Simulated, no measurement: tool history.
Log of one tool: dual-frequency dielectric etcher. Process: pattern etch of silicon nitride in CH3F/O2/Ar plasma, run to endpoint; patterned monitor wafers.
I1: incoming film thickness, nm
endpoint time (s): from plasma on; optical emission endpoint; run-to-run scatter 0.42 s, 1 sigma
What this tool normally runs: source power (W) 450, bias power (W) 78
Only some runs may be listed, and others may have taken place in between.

run 1 day=0 | source_power_(W)=450 bias_power_(W)=78 | I1=59.5 | endpoint_time_(s)=79.2
run 2 day=3.542 | source_power_(W)=450 bias_power_(W)=78 | I1=59.4 | endpoint_time_(s)=77.8
-- day=5.992 wet clean of the chamber
run 3 day=7.783 | source_power_(W)=450 bias_power_(W)=78 | I1=59.5 | endpoint_time_(s)=80.8
run 4 day=9.779 | source_power_(W)=540 bias_power_(W)=78 | I1=58.8 | endpoint_time_(s)=74
run 5 day=13.283 | source_power_(W)=540 bias_power_(W)=78 | I1=59.2 | endpoint_time_(s)=75.3
run 6 day=17.275 | source_power_(W)=540 bias_power_(W)=78 | I1=59.6 | endpoint_time_(s)=75.7
run 7 day=20.233 | source_power_(W)=380 bias_power_(W)=65 | I1=59.5 | endpoint_time_(s)=93.1
-- day=24.512 upper electrode replaced
run 8 day=24.533 | source_power_(W)=450 bias_power_(W)=78 | I1=59.3 | endpoint_time_(s)=79.4
-- day=27.121 source power generator calibrated
-- day=30.288 bias power generator calibrated
-- day=30.521 wet clean of the chamber
run 9 day=30.542 | source_power_(W)=360 bias_power_(W)=89 | I1=59.6 | endpoint_time_(s)=76.7
run 10 day=31.854 | source_power_(W)=510 bias_power_(W)=78 | I1=59.9 | endpoint_time_(s)=74.3
run 11 day=35.583 | source_power_(W)=510 bias_power_(W)=78 | I1=59.4 | endpoint_time_(s)=73.5
run 12 day=37.858 | source_power_(W)=350 bias_power_(W)=78 | I1=59.6 | endpoint_time_(s)=82.7
run 13 day=39.754 | source_power_(W)=490 bias_power_(W)=89 | I1=60 | endpoint_time_(s)=68.9
run 14 day=42.25 | source_power_(W)=410 bias_power_(W)=71 | I1=59.7 | endpoint_time_(s)=82.1
-- day=44.083 wet clean of the chamber, repeated, since the last time left the tool worse
run 15 day=44.158 | source_power_(W)=450 bias_power_(W)=78 | I1=59.6 | endpoint_time_(s)=81.1
run 16 day=46.754 | source_power_(W)=450 bias_power_(W)=78 | I1=59 | endpoint_time_(s)=79.7
run 17 day=49.904 | source_power_(W)=450 bias_power_(W)=70 | I1=59.8 | endpoint_time_(s)=86
run 18 day=52.171 | source_power_(W)=340 bias_power_(W)=70 | I1=59.6 | endpoint_time_(s)=93.7
run 19 day=54.467 | source_power_(W)=390 bias_power_(W)=63 | I1=60 | endpoint_time_(s)=95.9
run 20 day=57.15 | source_power_(W)=450 bias_power_(W)=78 | I1=59.2 | endpoint_time_(s)=78.6
run 21 day=59.358 | source_power_(W)=400 bias_power_(W)=93 | I1=59.7 | endpoint_time_(s)=75.4
run 22 day=63.4 | source_power_(W)=510 bias_power_(W)=94 | I1=59.8 | endpoint_time_(s)=68.5

Results for each run, recomputed without the tool's hidden state and with each run's random variation untouched:
Hidden state present: etch rate over this chamber's usual, %; source power that arrives over what is set, %; bias power that arrives over what is set, %.
run=1 endpoint_time_(s)=81
run=2 endpoint_time_(s)=80
run=3 endpoint_time_(s)=80.9
run=4 endpoint_time_(s)=74.3
run=5 endpoint_time_(s)=76
run=6 endpoint_time_(s)=76.8
run=7 endpoint_time_(s)=94.8
run=8 endpoint_time_(s)=81.3
run=9 endpoint_time_(s)=80.6
run=10 endpoint_time_(s)=78.2
run=11 endpoint_time_(s)=77.8
run=12 endpoint_time_(s)=87.8
run=13 endpoint_time_(s)=73.3
run=14 endpoint_time_(s)=87.6
run=15 endpoint_time_(s)=80.9
run=16 endpoint_time_(s)=79.9
run=17 endpoint_time_(s)=86.5
run=18 endpoint_time_(s)=94.5
run=19 endpoint_time_(s)=97.1
run=20 endpoint_time_(s)=79.8
run=21 endpoint_time_(s)=76.8
run=22 endpoint_time_(s)=70.1
